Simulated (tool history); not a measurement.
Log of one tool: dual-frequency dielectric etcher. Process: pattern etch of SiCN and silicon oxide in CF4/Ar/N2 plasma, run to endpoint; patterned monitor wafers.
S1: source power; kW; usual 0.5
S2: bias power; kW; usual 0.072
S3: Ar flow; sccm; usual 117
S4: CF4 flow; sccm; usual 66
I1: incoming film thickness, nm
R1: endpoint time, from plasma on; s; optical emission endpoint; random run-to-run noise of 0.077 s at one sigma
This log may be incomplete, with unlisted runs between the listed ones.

run 1 hour=0 | S1=0.5 S2=0.072 S3=131 S4=66 | I1=10.95 | R1=12.2
run 2 hour=30.4 | S1=0.6 S2=0.072 S3=145 S4=50 | I1=11.04 | R1=10.7
run 3 hour=65.4 | S1=0.5 S2=0.072 S3=117 S4=66 | I1=10.86 | R1=11.9
run 4 hour=134.8 | S1=0.55 S2=0.054 S3=117 S4=73 | I1=10.86 | R1=11.6
-- hour=198.6 wet clean of the chamber
run 5 hour=199.1 | S1=0.5 S2=0.072 S3=117 S4=66 | I1=11.03 | R1=11.6
run 6 hour=219.1 | S1=0.5 S2=0.067 S3=117 S4=76 | I1=10.86 | R1=11.4
-- hour=256.6 source power generator calibrated
run 7 hour=257.1 | S1=0.44 S2=0.072 S3=117 S4=66 | I1=10.93 | R1=13.6
run 8 hour=322.1 | S1=0.44 S2=0.06 S3=125 S4=62 | I1=10.9 | R1=14.5
-- hour=344.7 Ar flow controller replaced
run 9 hour=363.9 | S1=0.5 S2=0.072 S3=117 S4=66 | I1=10.89 | R1=11.7
run 10 hour=422.2 | S1=0.38 S2=0.072 S3=103 S4=66 | I1=10.95 | R1=16.2
run 11 hour=477.4 | S1=0.57 S2=0.072 S3=117 S4=66 | I1=10.9 | R1=10.3
run 12 hour=548.8 | S1=0.5 S2=0.055 S3=117 S4=66 | I1=10.91 | R1=12.9
run 13 hour=601.2 | S1=0.39 S2=0.072 S3=117 S4=66 | I1=10.94 | R1=16
run 14 hour=643.3 | S1=0.5 S2=0.079 S3=94 S4=66 | I1=10.82 | R1=11.3
run 15 hour=679.6 | S1=0.43 S2=0.055 S3=89 S4=57 | I1=10.92 | R1=15.7

What does the tool deliver on the next run?
-- hour=738.2 wet clean of the chamber
run 16 hour=738.7 | S1=0.5 S2=0.079 S3=94 S4=66 | I1=10.88 | R1=?

R1: 11.2 s
If the tool had no hidden condition, the same run with the same run-to-run variation would have returned R1 11.2 s.
